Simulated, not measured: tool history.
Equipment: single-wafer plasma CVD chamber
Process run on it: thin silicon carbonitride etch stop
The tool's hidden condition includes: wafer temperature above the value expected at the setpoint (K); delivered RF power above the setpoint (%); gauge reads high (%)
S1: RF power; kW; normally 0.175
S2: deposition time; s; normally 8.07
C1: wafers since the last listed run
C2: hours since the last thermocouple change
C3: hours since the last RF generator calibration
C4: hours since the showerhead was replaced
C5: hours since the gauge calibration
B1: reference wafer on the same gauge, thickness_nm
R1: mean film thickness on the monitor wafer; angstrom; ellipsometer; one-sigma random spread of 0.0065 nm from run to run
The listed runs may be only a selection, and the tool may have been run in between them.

Run 1, day 0.000: usual settings; C1 0; C2 1696.3; C3 2145.8; C4 8031.4; C5 79.4; B1 5.113. Result: R1 43.27 angstrom.
Run 2, day 1.083: usual settings; C1 1125; C2 1722.3; C3 2171.8; C4 8057.4; C5 105.4; B1 5.116. Result: R1 43.24 angstrom.
Run 3, day 1.671: usual settings; C1 610; C2 1736.4; C3 2185.9; C4 8071.5; C5 119.5; B1 5.119. Result: R1 43.16 angstrom.
Run 4, day 2.125: usual settings; C1 471; C2 1747.3; C3 2196.8; C4 8082.4; C5 130.4; B1 5.117. Result: R1 43.29 angstrom.
Run 5, day 2.829: usual settings; C1 731; C2 1764.2; C3 2213.7; C4 8099.3; C5 147.3; B1 5.120. Result: R1 43.30 angstrom.
Run 6, day 3.117: usual settings but S1 0.185 kW, S2 8.82 s; C1 298; C2 1771.1; C3 2220.6; C4 8106.2; C5 154.2; B1 5.120. Result: R1 47.86 angstrom.
At day 3.262: gauge calibrated.
Run 7, day 3.521: usual settings but S2 7.40 s; C1 420; C2 1780.8; C3 2230.3; C4 8115.9; C5 6.2; B1 5.092. Result: R1 39.43 angstrom.
Run 8, day 3.821: usual settings; C1 311; C2 1788.0; C3 2237.5; C4 8123.1; C5 13.4; B1 5.097. Result: R1 43.02 angstrom.
At day 4.475: showerhead replaced.
Run 9, day 4.496: usual settings; C1 355; C2 1804.2; C3 2253.7; C4 0.5; C5 29.6; B1 5.103. Result: R1 43.11 angstrom.
Run 10, day 4.508: usual settings; C1 12; C2 1804.5; C3 2254.0; C4 0.8; C5 29.9; B1 5.103. Result: R1 43.09 angstrom.
Run 11, day 4.817: usual settings; C1 320; C2 1811.9; C3 2261.4; C4 8.2; C5 37.3; B1 5.109. Result: R1 43.17 angstrom.
At day 5.950: thermocouple changed; heater temperature recalibrated.
Run 12, day 5.971: usual settings but S1 0.165 kW, S2 7.06 s; C1 853; C2 0.5; C3 2289.1; C4 35.9; C5 65.0; B1 5.111. Result: R1 37.32 angstrom.
Run 13, day 6.204: usual settings but S1 0.155 kW; C1 242; C2 6.1; C3 2294.7; C4 41.5; C5 70.6; B1 5.112. Result: R1 42.03 angstrom.
Run 14, day 6.742: usual settings but S1 0.205 kW; C1 558; C2 19.0; C3 2307.6; C4 54.4; C5 83.5; B1 5.115. Result: R1 44.67 angstrom.
Run 15, day 7.046: usual settings but S2 9.42 s; C1 316; C2 26.3; C3 2314.9; C4 61.7; C5 90.8; B1 5.115. Result: R1 50.56 angstrom.
Run 16, day 7.692: usual settings but S1 0.145 kW, S2 9.49 s; C1 671; C2 41.8; C3 2330.4; C4 77.2; C5 106.3; B1 5.117. Result: R1 48.86 angstrom.
At day 8.254: RF generator calibrated.
Run 17, day 8.275: usual settings; C1 259; C2 55.8; C3 0.5; C4 91.2; C5 120.3; B1 5.113. Result: R1 43.30 angstrom.
Run 18, day 8.642: usual settings but S1 0.205 kW; C1 381; C2 64.6; C3 9.3; C4 100.0; C5 129.1; B1 5.117. Result: R1 44.66 angstrom.
Run 19, day 8.988: usual settings; C1 359; C2 72.9; C3 17.6; C4 108.3; C5 137.4; B1 5.119. Result: R1 43.21 angstrom.
At day 9.433: gauge calibrated.
Run 20, day 9.454: usual settings; C1 484; C2 84.1; C3 28.8; C4 119.5; C5 0.5; B1 5.087. Result: R1 43.08 angstrom.
Run 21, day 10.046: usual settings but S1 0.145 kW, S2 7.05 s; C1 614; C2 98.3; C3 43.0; C4 133.7; C5 14.7; B1 5.095. Result: R1 36.24 angstrom.
Run 22, day 10.667: usual settings but S1 0.160 kW, S2 8.94 s; C1 645; C2 113.2; C3 57.9; C4 148.6; C5 29.6; B1 5.104. Result: R1 46.80 angstrom.

Below are 5 alternative next runs, each starting from the tool's condition after run 22. Predict each:
Run A, day 10.683: usual settings; C1 17; C2 113.6; C3 58.3; C4 149.0; C5 30.0; B1 ?. Result: R1 ?.
Run B, day 10.683: usual settings but S1 0.205 kW, S2 6.80 s; C1 17; C2 113.6; C3 58.3; C4 149.0; C5 30.0; B1 ?. Result: R1 ?.
Run C, day 10.683: usual settings but S1 0.155 kW, S2 7.25 s; C1 17; C2 113.6; C3 58.3; C4 149.0; C5 30.0; B1 ?. Result: R1 ?.
Run D, day 10.683: usual settings but S1 0.160 kW, S2 9.05 s; C1 17; C2 113.6; C3 58.3; C4 149.0; C5 30.0; B1 ?. Result: R1 ?.
Run E, day 10.683: usual settings but S1 0.190 kW, S2 7.10 s; C1 17; C2 113.6; C3 58.3; C4 149.0; C5 30.0; B1 ?. Result: R1 ?.

run     B1     R1
  A  5.103  43.07
  B  5.103  37.51
  C  5.103  37.76
  D  5.103  47.43
  E  5.103  38.54
With no hidden state in the tool, these same runs would have given:
run     R1
  A  42.95
  B  37.41
  C  37.66
  D  47.31
  E  38.44

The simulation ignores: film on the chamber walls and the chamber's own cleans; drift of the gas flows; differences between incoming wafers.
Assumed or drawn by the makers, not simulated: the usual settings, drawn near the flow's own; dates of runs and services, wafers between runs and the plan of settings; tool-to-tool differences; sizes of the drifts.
